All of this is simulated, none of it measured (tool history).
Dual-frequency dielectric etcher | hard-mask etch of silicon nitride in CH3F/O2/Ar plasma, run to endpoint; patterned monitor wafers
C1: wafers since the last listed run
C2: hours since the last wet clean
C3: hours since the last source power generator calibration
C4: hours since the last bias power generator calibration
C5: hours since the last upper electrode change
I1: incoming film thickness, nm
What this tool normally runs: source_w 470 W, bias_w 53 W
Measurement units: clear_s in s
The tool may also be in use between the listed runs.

{"run": 1, "hour": 0.0, "source_w": 470, "bias_w": 53, "C1": 0, "C2": 25.4, "C3": 3075.0, "C4": 2984.8, "C5": 1928.1, "I1": 39.58, "clear_s": 58.9}
{"run": 2, "hour": 26.9, "source_w": 470, "bias_w": 53, "C1": 186, "C2": 52.3, "C3": 3101.9, "C4": 3011.7, "C5": 1955.0, "I1": 39.34, "clear_s": 58.5}
{"run": 3, "hour": 123.5, "source_w": 470, "bias_w": 53, "C1": 668, "C2": 148.9, "C3": 3198.5, "C4": 3108.3, "C5": 2051.6, "I1": 39.15, "clear_s": 58.6}
{"run": 4, "hour": 143.1, "source_w": 470, "bias_w": 53, "C1": 135, "C2": 168.5, "C3": 3218.1, "C4": 3127.9, "C5": 2071.2, "I1": 39.28, "clear_s": 58.6}
{"run": 5, "hour": 161.7, "source_w": 470, "bias_w": 53, "C1": 128, "C2": 187.1, "C3": 3236.7, "C4": 3146.5, "C5": 2089.8, "I1": 39.39, "clear_s": 59.1}
{"hour": 240.5, "done": "upper electrode replaced"}
{"run": 6, "hour": 251.7, "source_w": 470, "bias_w": 53, "C1": 456, "C2": 277.1, "C3": 3326.7, "C4": 3236.5, "C5": 11.2, "I1": 39.18, "clear_s": 58.8}
{"run": 7, "hour": 285.6, "source_w": 470, "bias_w": 53, "C1": 234, "C2": 311.0, "C3": 3360.6, "C4": 3270.4, "C5": 45.1, "I1": 39.58, "clear_s": 59.0}
{"run": 8, "hour": 310.5, "source_w": 470, "bias_w": 53, "C1": 172, "C2": 335.9, "C3": 3385.5, "C4": 3295.3, "C5": 70.0, "I1": 39.3, "clear_s": 58.9}
{"hour": 328.3, "done": "source power generator calibrated"}
{"run": 9, "hour": 344.7, "source_w": 470, "bias_w": 53, "C1": 209, "C2": 370.1, "C3": 16.4, "C4": 3329.5, "C5": 104.2, "I1": 39.62, "clear_s": 59.7}
{"run": 10, "hour": 360.8, "source_w": 470, "bias_w": 53, "C1": 111, "C2": 386.2, "C3": 32.5, "C4": 3345.6, "C5": 120.3, "I1": 39.38, "clear_s": 59.8}
{"run": 11, "hour": 377.1, "source_w": 520, "bias_w": 53, "C1": 112, "C2": 402.5, "C3": 48.8, "C4": 3361.9, "C5": 136.6, "I1": 39.58, "clear_s": 58.3}
{"run": 12, "hour": 405.9, "source_w": 470, "bias_w": 53, "C1": 199, "C2": 431.3, "C3": 77.6, "C4": 3390.7, "C5": 165.4, "I1": 39.42, "clear_s": 59.5}
{"hour": 420.4, "done": "bias power generator calibrated"}
{"run": 13, "hour": 426.6, "source_w": 470, "bias_w": 53, "C1": 115, "C2": 452.0, "C3": 98.3, "C4": 6.2, "C5": 186.1, "I1": 39.41, "clear_s": 59.6}
{"run": 14, "hour": 439.3, "source_w": 470, "bias_w": 53, "C1": 87, "C2": 464.7, "C3": 111.0, "C4": 18.9, "C5": 198.8, "I1": 39.1, "clear_s": 59.2}
{"hour": 489.4, "done": "wet clean of the chamber"}
{"run": 15, "hour": 489.9, "source_w": 470, "bias_w": 53, "C1": 184, "C2": 0.5, "C3": 161.6, "C4": 69.5, "C5": 249.4, "I1": 39.37, "clear_s": 58.3}
{"run": 16, "hour": 500.9, "source_w": 370, "bias_w": 46, "C1": 76, "C2": 11.5, "C3": 172.6, "C4": 80.5, "C5": 260.4, "I1": 39.29, "clear_s": 65.1}
{"run": 17, "hour": 515.2, "source_w": 380, "bias_w": 49, "C1": 98, "C2": 25.8, "C3": 186.9, "C4": 94.8, "C5": 274.7, "I1": 39.72, "clear_s": 64.1}
{"run": 18, "hour": 527.4, "source_w": 530, "bias_w": 59, "C1": 84, "C2": 38.0, "C3": 199.1, "C4": 107.0, "C5": 286.9, "I1": 39.7, "clear_s": 55.3}
{"run": 19, "hour": 561.0, "source_w": 550, "bias_w": 62, "C1": 232, "C2": 71.6, "C3": 232.7, "C4": 140.6, "C5": 320.5, "I1": 39.39, "clear_s": 53.2}
{"run": 20, "hour": 582.0, "source_w": 410, "bias_w": 53, "C1": 145, "C2": 92.6, "C3": 253.7, "C4": 161.6, "C5": 341.5, "I1": 39.55, "clear_s": 61.4}
{"run": 21, "hour": 611.5, "source_w": 470, "bias_w": 60, "C1": 204, "C2": 122.1, "C3": 283.2, "C4": 191.1, "C5": 371.0, "I1": 40.02, "clear_s": 57.4}
{"run": 22, "hour": 641.3, "source_w": 410, "bias_w": 45, "C1": 206, "C2": 151.9, "C3": 313.0, "C4": 220.9, "C5": 400.8, "I1": 39.76, "clear_s": 65.5}
{"run": 23, "hour": 660.0, "source_w": 380, "bias_w": 41, "C1": 129, "C2": 170.6, "C3": 331.7, "C4": 239.6, "C5": 419.5, "I1": 39.38, "clear_s": 68.4}
{"run": 24, "hour": 693.1, "source_w": 380, "bias_w": 47, "C1": 229, "C2": 203.7, "C3": 364.8, "C4": 272.7, "C5": 452.6, "I1": 39.24, "clear_s": 64.9}
{"run": 25, "hour": 715.1, "source_w": 470, "bias_w": 53, "C1": 152, "C2": 225.7, "C3": 386.8, "C4": 294.7, "C5": 474.6, "I1": 39.64, "clear_s": 59.1}
{"run": 26, "hour": 730.1, "source_w": 570, "bias_w": 41, "C1": 103, "C2": 240.7, "C3": 401.8, "C4": 309.7, "C5": 489.6, "I1": 39.58, "clear_s": 61.6}

What if the next run were any one of these 4? Each begins from the tool's condition after run 26:
{"run": "A", "hour": 730.5, "source_w": 470, "bias_w": 53, "C1": 2, "C2": 241.1, "C3": 402.2, "C4": 310.1, "C5": 490.0, "I1": 39.37, "clear_s": "?"}
{"run": "B", "hour": 730.5, "source_w": 470, "bias_w": 49, "C1": 2, "C2": 241.1, "C3": 402.2, "C4": 310.1, "C5": 490.0, "I1": 39.37, "clear_s": "?"}
{"run": "C", "hour": 730.5, "source_w": 470, "bias_w": 44, "C1": 2, "C2": 241.1, "C3": 402.2, "C4": 310.1, "C5": 490.0, "I1": 39.37, "clear_s": "?"}
{"run": "D", "hour": 730.5, "source_w": 380, "bias_w": 58, "C1": 2, "C2": 241.1, "C3": 402.2, "C4": 310.1, "C5": 490.0, "I1": 39.37, "clear_s": "?"}

run=A clear_s=58.9
run=B clear_s=60.6
run=C clear_s=63.0
run=D clear_s=60.1
The same runs, with their run-to-run variation unchanged, on a tool lacking any hidden condition would have given:
run=A clear_s=58.6
run=B clear_s=60.3
run=C clear_s=62.7
run=D clear_s=59.7
